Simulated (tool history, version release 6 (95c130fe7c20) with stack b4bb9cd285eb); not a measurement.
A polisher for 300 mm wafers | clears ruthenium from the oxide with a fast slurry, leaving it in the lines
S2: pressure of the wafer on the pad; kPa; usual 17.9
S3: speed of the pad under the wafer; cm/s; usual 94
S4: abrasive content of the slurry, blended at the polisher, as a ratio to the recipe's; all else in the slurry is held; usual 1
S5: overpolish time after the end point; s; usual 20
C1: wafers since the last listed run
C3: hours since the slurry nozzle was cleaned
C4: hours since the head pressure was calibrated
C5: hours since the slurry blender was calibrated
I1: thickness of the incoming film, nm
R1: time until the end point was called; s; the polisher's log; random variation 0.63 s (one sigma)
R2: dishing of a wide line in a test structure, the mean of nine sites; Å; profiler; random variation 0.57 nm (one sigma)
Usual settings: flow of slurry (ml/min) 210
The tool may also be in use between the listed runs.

{"run": 1, "hour": 0.0, "flow of slurry (ml/min)": 210, "S2": 21.4, "S3": 94, "S4": 1, "S5": 20, "C1": 0, "wafers polished on this pad": 3470, "C3": 200.8, "C4": 241.2, "C5": 548.1, "I1": 200.2, "R1": 47.4, "R2": 473}
{"run": 2, "hour": 94.9, "flow of slurry (ml/min)": 210, "S2": 21.4, "S3": 94, "S4": 1, "S5": 20, "C1": 860, "wafers polished on this pad": 4330, "C3": 295.7, "C4": 336.1, "C5": 643, "I1": 198.1, "R1": 47.2, "R2": 474}
{"hour": 188.8, "done": "slurry blender recalibrated"}
{"hour": 290.0, "done": "worn pad replaced by a new one"}
{"run": 3, "hour": 367.6, "flow of slurry (ml/min)": 210, "S2": 21.4, "S3": 94, "S4": 1, "S5": 20, "C1": 2418, "wafers polished on this pad": 703, "C3": 568.4, "C4": 608.8, "C5": 178.8, "I1": 199, "R1": 44.3, "R2": 479}
{"run": 4, "hour": 439.5, "flow of slurry (ml/min)": 210, "S2": 13.1, "S3": 94, "S4": 1, "S5": 20, "C1": 651, "wafers polished on this pad": 1355, "C3": 640.3, "C4": 680.7, "C5": 250.7, "I1": 200.5, "R1": 73.1, "R2": 362}
{"hour": 471.1, "done": "head pressure recalibrated"}
{"run": 5, "hour": 475.5, "flow of slurry (ml/min)": 210, "S2": 13.1, "S3": 94, "S4": 1, "S5": 20, "C1": 308, "wafers polished on this pad": 1664, "C3": 676.3, "C4": 4.4, "C5": 286.7, "I1": 199, "R1": 74.1, "R2": 361}
{"hour": 544.7, "done": "slurry nozzle cleaned"}
{"run": 6, "hour": 550.4, "flow of slurry (ml/min)": 210, "S2": 17.9, "S3": 74, "S4": 1, "S5": 20, "C1": 670, "wafers polished on this pad": 2334, "C3": 5.7, "C4": 79.3, "C5": 361.6, "I1": 197.9, "R1": 62.4, "R2": 401}
{"run": 7, "hour": 645.4, "flow of slurry (ml/min)": 210, "S2": 17.9, "S3": 74, "S4": 1, "S5": 20, "C1": 861, "wafers polished on this pad": 3195, "C3": 100.7, "C4": 174.3, "C5": 456.6, "I1": 201.6, "R1": 66.6, "R2": 384}
{"run": 8, "hour": 689.2, "flow of slurry (ml/min)": 175, "S2": 17.9, "S3": 124, "S4": 1, "S5": 20, "C1": 397, "wafers polished on this pad": 3592, "C3": 144.5, "C4": 218.1, "C5": 500.4, "I1": 200.7, "R1": 45.4, "R2": 482}
{"run": 9, "hour": 744.2, "flow of slurry (ml/min)": 210, "S2": 17.9, "S3": 94, "S4": 1.15, "S5": 20, "C1": 498, "wafers polished on this pad": 4091, "C3": 199.5, "C4": 273.1, "C5": 555.4, "I1": 200.8, "R1": 50.2, "R2": 444}
{"run": 10, "hour": 802.0, "flow of slurry (ml/min)": 275, "S2": 17.9, "S3": 116, "S4": 1, "S5": 20, "C1": 524, "wafers polished on this pad": 4615, "C3": 257.3, "C4": 330.9, "C5": 613.2, "I1": 201.6, "R1": 48.2, "R2": 477}
{"hour": 881.6, "done": "slurry blender recalibrated"}
{"run": 11, "hour": 897.0, "flow of slurry (ml/min)": 145, "S2": 17.9, "S3": 116, "S4": 0.9, "S5": 20, "C1": 843, "wafers polished on this pad": 5458, "C3": 352.3, "C4": 425.9, "C5": 15.4, "I1": 200.7, "R1": 55.8, "R2": 427}
{"run": 12, "hour": 949.1, "flow of slurry (ml/min)": 210, "S2": 17.9, "S3": 94, "S4": 1, "S5": 20, "C1": 472, "wafers polished on this pad": 5931, "C3": 404.4, "C4": 478, "C5": 67.5, "I1": 200, "R1": 58.3, "R2": 415}
{"run": 13, "hour": 1024.1, "flow of slurry (ml/min)": 210, "S2": 17.9, "S3": 94, "S4": 0.8, "S5": 20, "C1": 680, "wafers polished on this pad": 6611, "C3": 479.4, "C4": 553, "C5": 142.5, "I1": 199.4, "R1": 74.9, "R2": 363}
{"hour": 1057.3, "done": "head pressure recalibrated"}
{"hour": 1062.7, "done": "worn pad replaced by a new one"}
{"run": 14, "hour": 1084.0, "flow of slurry (ml/min)": 175, "S2": 17.9, "S3": 94, "S4": 1, "S5": 28, "C1": 488, "wafers polished on this pad": 193, "C3": 539.3, "C4": 26.7, "C5": 202.4, "I1": 201.3, "R1": 55.3, "R2": 520}
{"run": 15, "hour": 1121.8, "flow of slurry (ml/min)": 145, "S2": 20, "S3": 94, "S4": 1, "S5": 20, "C1": 342, "wafers polished on this pad": 536, "C3": 577.1, "C4": 64.5, "C5": 240.2, "I1": 198.6, "R1": 48.3, "R2": 457}
{"run": 16, "hour": 1168.7, "flow of slurry (ml/min)": 210, "S2": 23.4, "S3": 94, "S4": 1, "S5": 8, "C1": 425, "wafers polished on this pad": 961, "C3": 624, "C4": 111.4, "C5": 287.1, "I1": 202.1, "R1": 40.1, "R2": 288}
{"hour": 1240.8, "done": "slurry nozzle cleaned"}
{"run": 17, "hour": 1252.2, "flow of slurry (ml/min)": 145, "S2": 14.5, "S3": 94, "S4": 1, "S5": 28, "C1": 748, "wafers polished on this pad": 1709, "C3": 11.4, "C4": 194.9, "C5": 370.6, "I1": 201.2, "R1": 68.2, "R2": 471}
{"run": 18, "hour": 1305.2, "flow of slurry (ml/min)": 210, "S2": 17.9, "S3": 94, "S4": 1, "S5": 20, "C1": 480, "wafers polished on this pad": 2189, "C3": 64.4, "C4": 247.9, "C5": 423.6, "I1": 201.3, "R1": 53.9, "R2": 436}
{"run": 19, "hour": 1394.2, "flow of slurry (ml/min)": 145, "S2": 21.4, "S3": 110, "S4": 0.75, "S5": 20, "C1": 806, "wafers polished on this pad": 2996, "C3": 153.4, "C4": 336.9, "C5": 512.6, "I1": 198, "R1": 54.6, "R2": 445}
{"run": 20, "hour": 1493.3, "flow of slurry (ml/min)": 175, "S2": 22.1, "S3": 122, "S4": 1, "S5": 25, "C1": 898, "wafers polished on this pad": 3895, "C3": 252.5, "C4": 436, "C5": 611.7, "I1": 198.5, "R1": 36.9, "R2": 579}
{"run": 21, "hour": 1541.1, "flow of slurry (ml/min)": 210, "S2": 17.9, "S3": 74, "S4": 1, "S5": 20, "C1": 433, "wafers polished on this pad": 4328, "C3": 300.3, "C4": 483.8, "C5": 659.5, "I1": 198.2, "R1": 64.5, "R2": 389}
{"hour": 1574.9, "done": "slurry blender recalibrated"}
{"run": 22, "hour": 1614.0, "flow of slurry (ml/min)": 210, "S2": 17.9, "S3": 94, "S4": 1, "S5": 20, "C1": 642, "wafers polished on this pad": 4971, "C3": 373.2, "C4": 556.7, "C5": 39.1, "I1": 199.6, "R1": 56.2, "R2": 429}
{"hour": 1705.8, "done": "head pressure recalibrated"}
{"hour": 1712.1, "done": "worn pad replaced by a new one"}
{"run": 23, "hour": 1759.2, "flow of slurry (ml/min)": 210, "S2": 17.9, "S3": 94, "S4": 1.1, "S5": 20, "C1": 1262, "wafers polished on this pad": 427, "C3": 518.4, "C4": 53.4, "C5": 184.3, "I1": 197.2, "R1": 49.4, "R2": 459}
{"run": 24, "hour": 1822.5, "flow of slurry (ml/min)": 210, "S2": 17.9, "S3": 94, "S4": 1, "S5": 20, "C1": 573, "wafers polished on this pad": 1001, "C3": 581.7, "C4": 116.7, "C5": 247.6, "I1": 201.2, "R1": 54, "R2": 442}
{"hour": 1905.5, "done": "slurry nozzle cleaned"}
{"run": 25, "hour": 1913.1, "flow of slurry (ml/min)": 210, "S2": 17.9, "S3": 94, "S4": 1, "S5": 20, "C1": 812, "wafers polished on this pad": 1813, "C3": 7.6, "C4": 207.3, "C5": 338.2, "I1": 197.4, "R1": 53.3, "R2": 434}
{"run": 26, "hour": 2227.6, "flow of slurry (ml/min)": 280, "S2": 17.9, "S3": 94, "S4": 0.7, "S5": 20, "C1": 2851, "wafers polished on this pad": 4665, "C3": 322.1, "C4": 521.8, "C5": 652.7, "I1": 198.7, "R1": 81.2, "R2": 338}
{"hour": 2325.7, "done": "slurry blender recalibrated"}
{"run": 27, "hour": 2326.3, "flow of slurry (ml/min)": 210, "S2": 17.9, "S3": 68, "S4": 1, "S5": 20, "C1": 876, "wafers polished on this pad": 5541, "C3": 420.8, "C4": 620.5, "C5": 0.6, "I1": 201, "R1": 73.8, "R2": 375}
{"hour": 2342.7, "done": "worn pad replaced by a new one"}
{"run": 28, "hour": 2424.2, "flow of slurry (ml/min)": 210, "S2": 14.5, "S3": 94, "S4": 1, "S5": 8, "C1": 851, "wafers polished on this pad": 739, "C3": 518.7, "C4": 718.4, "C5": 98.5, "I1": 200, "R1": 67.7, "R2": 190}

Forecast each of these 4 alternatives for the next run:
{"run": "A", "hour": 2424.6, "flow of slurry (ml/min)": 280, "S2": 17.9, "S3": 94, "S4": 1, "S5": 20, "C1": 3, "wafers polished on this pad": 742, "C3": 519.1, "C4": 718.8, "C5": 98.9, "I1": 199.9, "R1": "?", "R2": "?"}
{"run": "B", "hour": 2424.6, "flow of slurry (ml/min)": 210, "S2": 17.9, "S3": 94, "S4": 0.7, "S5": 10, "C1": 3, "wafers polished on this pad": 742, "C3": 519.1, "C4": 718.8, "C5": 98.9, "I1": 199.9, "R1": "?", "R2": "?"}
{"run": "C", "hour": 2424.6, "flow of slurry (ml/min)": 270, "S2": 17.9, "S3": 124, "S4": 1.2, "S5": 20, "C1": 3, "wafers polished on this pad": 742, "C3": 519.1, "C4": 718.8, "C5": 98.9, "I1": 199.9, "R1": "?", "R2": "?"}
{"run": "D", "hour": 2424.6, "flow of slurry (ml/min)": 210, "S2": 17.9, "S3": 110, "S4": 1, "S5": 20, "C1": 3, "wafers polished on this pad": 742, "C3": 519.1, "C4": 718.8, "C5": 98.9, "I1": 199.9, "R1": "?", "R2": "?"}

run=A R1=52.7 R2=459
run=B R1=79.3 R2=208
run=C R1=37.8 R2=544
run=D R1=47.8 R2=485
Without the tool's hidden state the same runs would have given:
run=A R1=52.1 R2=463
run=B R1=78.4 R2=210
run=C R1=37.3 R2=547
run=D R1=47.2 R2=488

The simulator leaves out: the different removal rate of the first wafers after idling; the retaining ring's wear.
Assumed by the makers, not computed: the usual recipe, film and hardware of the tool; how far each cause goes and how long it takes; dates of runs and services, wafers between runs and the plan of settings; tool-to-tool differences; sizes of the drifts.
